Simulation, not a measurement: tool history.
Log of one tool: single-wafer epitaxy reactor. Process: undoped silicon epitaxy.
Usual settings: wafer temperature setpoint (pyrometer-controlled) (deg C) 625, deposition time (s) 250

run   hour  wafer temperature setpoint (pyrometer-controlled) (deg C)  deposition time (s)  read-back reference wafer on the same gauge, thickness_nm  mean film thickness on the monitor wafer (nm)
  1    0.0                                                        619                  250                                                     23.395                                         22.158
  2    9.5                                                        619                  250                                                     23.389                                         21.950
  3   46.6                                                        625                  250                                                     23.397                                         24.935
  4   56.7                                                        625                  250                                                     23.415                                         24.849
  5   68.3                                                        625                  218                                                     23.403                                         21.720
  6   84.9                                                        625                  218                                                     23.376                                         21.573
  7   95.6                                                        625                  218                                                     23.389                                         21.825
  8  105.3                                                        625                  250                                                     23.384                                         24.994
     126.2  -- pyrometer calibrated
  9  126.7                                                        625                  250                                                     23.419                                         21.790
 10  135.8                                                        625                  250                                                     23.417                                         21.691
 11  146.2                                                        625                  250                                                     23.417                                         21.769
 12  158.1                                                        625                  250                                                     23.394                                         21.807
 13  167.1                                                        625                  250                                                     23.403                                         21.684
 14  174.5                                                        625                  250                                                     23.389                                         21.852
 15  184.0                                                        617                  279                                                     23.411                                         20.592
 16  201.2                                                        638                  296                                                     23.379                                         33.557
 17  214.2                                                        612                  250                                                     23.381                                         16.820
     214.8  -- gauge calibrated
 18  224.4                                                        637                  266                                                     23.410                                         29.623
 19  250.8                                                        625                  250                                                     23.382                                         22.016
 20  257.4                                                        613                  271                                                     23.373                                         18.627

Run 21 comes next. What will it give?
 21  269.0                                                        610                  288                                                          ?                                              ?

read-back reference wafer on the same gauge, thickness_nm: 23.383
mean film thickness on the monitor wafer (nm): 18.739
Without the tool's hidden state the same run would have given mean film thickness on the monitor wafer (nm) 18.765.
